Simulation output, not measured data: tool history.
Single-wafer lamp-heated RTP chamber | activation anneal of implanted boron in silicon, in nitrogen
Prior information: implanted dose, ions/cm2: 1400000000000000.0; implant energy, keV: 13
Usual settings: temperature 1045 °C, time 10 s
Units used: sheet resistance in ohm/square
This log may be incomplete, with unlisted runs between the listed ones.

| run | hour | temperature | time | read-back reference wafer on the same gauge, sheet resistance | sheet resistance |
|---|---|---|---|---|---|
| 1 | 0.0 | 1045 | 11 | 101.96 | 94.16 |
| 2 | 52.8 | 1045 | 10 | 102.08 | 94.54 |
| 3 | 142.2 | 1045 | 10 | 102.04 | 93.65 |
| 4 | 192.2 | 1045 | 10 | 101.95 | 94.07 |
|  | 262.8 | pyrometer window cleaned and pyrometer calibrated |
| 5 | 270.9 | 1045 | 10 | 101.91 | 94.71 |
| 6 | 354.2 | 1045 | 10 | 102.00 | 94.57 |
|  | 406.9 | gauge calibrated |
| 7 | 428.2 | 1053 | 10 | 102.11 | 93.25 |
| 8 | 498.0 | 1045 | 8 | 102.01 | 94.53 |
| 9 | 604.4 | 1045 | 8 | 102.05 | 94.14 |
|  | 664.1 | pyrometer window cleaned and pyrometer calibrated |
| 10 | 827.1 | 1045 | 10 | 101.99 | 94.56 |
|  | 864.5 | reflector plate cleaned |
| 11 | 895.3 | 1019 | 6 | 102.06 | 101.44 |
|  | 1054.0 | pyrometer window cleaned and pyrometer calibrated |
|  | 1184.8 | gauge calibrated |
| 12 | 1200.4 | 1020 | 6 | 102.11 | 101.52 |
| 13 | 1247.7 | 1045 | 10 | 101.97 | 94.56 |
| 14 | 1300.4 | 1066 | 12 | 101.99 | 90.77 |
| 15 | 1385.2 | 1045 | 10 | 101.93 | 93.94 |
|  | 1411.5 | pyrometer window cleaned and pyrometer calibrated |
| 16 | 1473.7 | 1061 | 8 | 102.02 | 93.49 |
| 17 | 1530.8 | 1033 | 6 | 102.04 | 98.89 |
| 18 | 1588.6 | 1022 | 10 | 101.98 | 99.12 |
| 19 | 1690.9 | 1045 | 6 | 101.98 | 95.69 |
| 20 | 1761.9 | 1021 | 10 | 101.99 | 97.42 |

Branching from run 20: 3 alternative next runs. What would each branch give?
| A | 1762.3 | 1045 | 10 | ? | ? |
| B | 1762.3 | 1016 | 15 | ? | ? |
| C | 1762.3 | 1020 | 15 | ? | ? |

| run | read-back reference wafer on the same gauge, sheet resistance | sheet resistance |
|---|---|---|
| A | 102.01 | 94.13 |
| B | 102.01 | 98.07 |
| C | 102.01 | 97.19 |
Stripped of hidden state, with their random variation kept, the same runs would have yielded:
| run | sheet resistance |
|---|---|
| A | 96.22 |
| B | 101.34 |
| C | 100.27 |
